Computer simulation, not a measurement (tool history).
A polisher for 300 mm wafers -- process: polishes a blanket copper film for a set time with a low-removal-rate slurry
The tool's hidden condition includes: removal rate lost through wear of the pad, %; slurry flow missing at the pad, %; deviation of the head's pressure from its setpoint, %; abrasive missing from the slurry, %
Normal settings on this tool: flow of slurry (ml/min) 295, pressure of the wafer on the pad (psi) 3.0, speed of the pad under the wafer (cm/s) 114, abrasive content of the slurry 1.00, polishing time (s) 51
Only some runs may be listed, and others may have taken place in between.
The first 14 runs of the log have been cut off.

run	hour	flow of slurry (ml/min)	pressure of the wafer on the pad (psi)	speed of the pad under the wafer (cm/s)	abrasive content of the slurry	polishing time (s)	wafers since the last listed run	wafers polished on this pad	hours since the slurry nozzle was cleaned	hours since the head pressure was calibrated	hours since the slurry blender was calibrated	incoming thickness of the incoming film, nm	film removed (angstrom)
# hour 403.3: slurry blender recalibrated
15	411.0	295	3.0	114	1.00	51	161	166	191.9	281.7	7.7	616.1	1597
16	426.3	380	3.0	114	1.00	59	174	341	207.2	297.0	23.0	609.2	1882
# hour 497.9: head pressure recalibrated
17	501.8	235	3.0	114	1.15	43	837	1178	282.7	3.9	98.5	601.2	1382
18	529.3	295	3.0	130	1.00	51	313	1491	310.2	31.4	126.0	607.8	1829
19	555.9	295	3.0	114	1.00	51	303	1794	336.8	58.0	152.6	611.8	1602
20	568.9	295	3.0	114	1.00	51	148	1942	349.8	71.0	165.6	610.0	1569
21	581.6	385	3.0	114	1.10	51	144	2087	362.5	83.7	178.3	615.6	1689
22	605.4	295	2.1	114	1.00	51	271	2358	386.3	107.5	202.1	612.3	1106
# hour 621.1: slurry nozzle cleaned
23	627.5	360	3.0	114	1.00	46	240	2599	6.4	129.6	224.2	613.8	1443
24	657.8	295	3.0	114	1.00	51	345	2944	36.7	159.9	254.5	614.6	1582
# hour 663.6: worn pad replaced by a new one
25	684.4	295	3.0	114	1.00	51	257	236	63.3	186.5	281.1	606.5	1563
26	714.4	295	3.0	114	1.00	51	341	578	93.3	216.5	311.1	614.4	1542
27	740.5	210	3.0	114	0.85	65	297	875	119.4	242.6	337.2	604.9	1828
# hour 838.6: slurry blender recalibrated
# hour 843.6: head pressure recalibrated
28	847.8	295	3.0	134	1.00	51	1176	2052	226.7	4.2	9.2	617.6	1876
29	882.8	295	3.0	142	1.00	66	398	2451	261.7	39.2	44.2	610.7	2573
# hour 898.6: worn pad replaced by a new one
30	914.5	295	3.0	138	1.00	51	315	181	293.4	70.9	75.9	609.0	1923

Predict each of these 4 candidate next runs independently; none follows another, all start after run 30:
A	914.9	295	3.7	114	1.00	51	4	185	293.8	71.3	76.3	600.7	?
B	914.9	205	3.0	114	1.00	51	4	185	293.8	71.3	76.3	600.7	?
C	914.9	295	3.0	114	1.20	51	4	185	293.8	71.3	76.3	600.7	?
D	914.9	295	3.0	114	1.25	34	4	185	293.8	71.3	76.3	600.7	?

run	film removed (angstrom)
A	1980
B	1542
C	1688
D	1138
The same runs, with their run-to-run variation unchanged, on a tool lacking any hidden condition would have given:
run	film removed (angstrom)
A	1992
B	1552
C	1699
D	1145
